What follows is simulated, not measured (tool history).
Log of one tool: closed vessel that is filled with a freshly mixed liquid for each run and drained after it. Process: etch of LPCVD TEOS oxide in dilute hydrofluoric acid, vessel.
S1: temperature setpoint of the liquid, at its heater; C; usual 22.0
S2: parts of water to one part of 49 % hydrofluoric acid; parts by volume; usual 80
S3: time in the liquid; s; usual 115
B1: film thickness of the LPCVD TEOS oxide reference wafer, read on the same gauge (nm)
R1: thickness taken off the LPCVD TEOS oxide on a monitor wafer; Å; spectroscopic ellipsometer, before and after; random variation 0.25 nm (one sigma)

run	hour	S1	S2	S3	B1	R1
1	0.0	19.0	80	115	82.78	355.5
2	60.1	19.0	80	115	82.81	358.1
3	131.5	22.0	80	115	82.85	398.9
4	184.1	22.0	80	115	82.88	397.4
5	241.9	22.0	80	115	82.91	401.7
# hour 258.4: hydrofluoric acid flow meter replaced
6	283.2	22.0	80	115	82.91	402.5
7	343.2	22.0	80	115	82.91	403.3
8	402.5	22.0	80	115	82.97	402.4
9	442.0	22.0	80	115	82.97	402.4
10	487.2	22.0	80	115	83.02	402.4
11	530.1	22.0	50	115	83.00	663.5
12	593.1	22.0	50	115	83.02	664.6
13	632.6	22.0	80	135	83.04	466.8
14	686.4	22.0	80	135	83.09	477.9
15	732.8	22.0	80	135	83.09	470.0
16	800.9	22.0	80	115	83.10	401.5
# hour 813.4: gauge calibrated
17	851.3	22.0	80	115	80.20	389.6
18	906.2	22.0	80	115	80.48	387.6
19	971.1	23.5	80	115	80.72	415.4
# hour 1020.6: thermometer replaced
20	1026.8	22.0	105	150	80.92	376.4
21	1067.0	20.5	115	60	81.07	129.5
# hour 1100.7: hydrofluoric acid flow meter replaced
22	1102.2	24.5	110	65	81.17	171.4
23	1166.2	24.0	80	115	81.38	426.3
24	1198.4	22.0	80	115	81.48	396.1
25	1238.6	22.0	80	60	81.59	205.9
26	1278.9	25.5	80	115	81.70	451.6
27	1334.0	22.0	80	115	81.78	396.7
28	1404.2	22.0	80	155	81.94	537.7
29	1446.5	24.5	80	55	82.05	208.7
30	1501.7	22.0	100	50	82.16	135.5
31	1533.3	22.0	80	115	82.19	397.9
32	1579.3	19.0	80	85	82.28	255.9
33	1609.7	26.5	105	115	82.33	351.3
34	1748.5	22.0	80	115	82.51	398.0

3 ways to go on from here, each from the tool as it stands after run 34. What would each give?
A	1749.2	22.0	80	115	?	?
B	1749.2	22.0	100	115	?	?
C	1749.2	19.0	90	80	?	?

run	B1	R1
A	82.50	397.9
B	82.50	310.8
C	82.50	214.9
Without the tool's hidden state the same runs would have given:
run	R1
A	385.8
B	301.4
C	208.3
